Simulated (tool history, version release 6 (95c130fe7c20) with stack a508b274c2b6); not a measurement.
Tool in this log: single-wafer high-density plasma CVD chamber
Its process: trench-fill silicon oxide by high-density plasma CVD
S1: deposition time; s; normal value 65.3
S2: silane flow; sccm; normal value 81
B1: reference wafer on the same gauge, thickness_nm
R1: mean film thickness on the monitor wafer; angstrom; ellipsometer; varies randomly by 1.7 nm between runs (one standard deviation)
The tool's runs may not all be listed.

| run | hour | S1 | S2 | B1 | R1 |
|---|---|---|---|---|---|
| 1 | 0 | 65.3 | 81 | 430.347 | 5110.35 |
| 2 | 96.7 | 65.3 | 81 | 429.915 | 5125.51 |
| 3 | 150.6 | 65.3 | 81 | 430.067 | 5108.16 |
| 4 | 190.5 | 72.5 | 81 | 429.86 | 5702.2 |
| 5 | 340.8 | 65.3 | 81 | 430.093 | 5149.25 |
| 6 | 399.1 | 65.3 | 81 | 429.793 | 5152.68 |
| 7 | 462.1 | 58.9 | 81 | 430.051 | 4657.11 |
| 8 | 509.2 | 58.9 | 81 | 430.264 | 4634.43 |
| 9 | 582.6 | 59.9 | 70 | 430.178 | 4097.85 |
| 10 | 657.7 | 65.3 | 81 | 429.703 | 5163.41 |
| 11 | 743 | 65.3 | 70 | 430.144 | 4465.26 |
| 12 | 843.3 | 65.3 | 70 | 429.744 | 4468.43 |
| 13 | 945.6 | 68.8 | 74 | 429.897 | 4994.7 |
| 14 | 1046.6 | 61.8 | 81 | 430.116 | 4929.32 |
| 15 | 1098.5 | 65.3 | 81 | 429.869 | 5249.13 |
| 16 | 1190.6 | 77.4 | 95 | 430.035 | 7273.92 |
| 17 | 1258.6 | 65.3 | 81 | 429.872 | 5272.33 |
|  | 1357.9 | gauge calibrated |
| 18 | 1364.5 | 69 | 81 | 429.892 | 5596.05 |
|  | 1426.2 | silane flow controller replaced |
| 19 | 1454.7 | 72.6 | 81 | 429.818 | 5602.96 |
| 20 | 1531.7 | 76.5 | 93 | 430.251 | 6778.37 |
| 21 | 1605.8 | 78.1 | 91 | 429.674 | 6757.91 |
| 22 | 1684.5 | 65.3 | 94 | 429.86 | 5839.57 |
| 23 | 1945.6 | 54.1 | 93 | 430.379 | 4803.03 |
| 24 | 2012.6 | 65.3 | 81 | 429.538 | 5061.99 |
| 25 | 2281.9 | 74.3 | 89 | 430.36 | 6319.24 |

What if the next run were any one of these 5? Each begins from the tool's condition after run 25:
| A | 2282.3 | 61.9 | 81 | ? | ? |
| B | 2282.3 | 70.5 | 90 | ? | ? |
| C | 2282.3 | 54 | 88 | ? | ? |
| D | 2282.3 | 53.6 | 92 | ? | ? |
| E | 2282.3 | 57.7 | 81 | ? | ? |

| run | B1 | R1 |
|---|---|---|
| A | 430.146 | 4794.7 |
| B | 430.146 | 6067.61 |
| C | 430.146 | 4544.25 |
| D | 430.146 | 4715.62 |
| E | 430.146 | 4469.37 |
With no hidden state in the tool, these same runs would have given:
| run | R1 |
|---|---|
| A | 4807.28 |
| B | 6083.53 |
| C | 4556.18 |
| D | 4727.99 |
| E | 4481.1 |
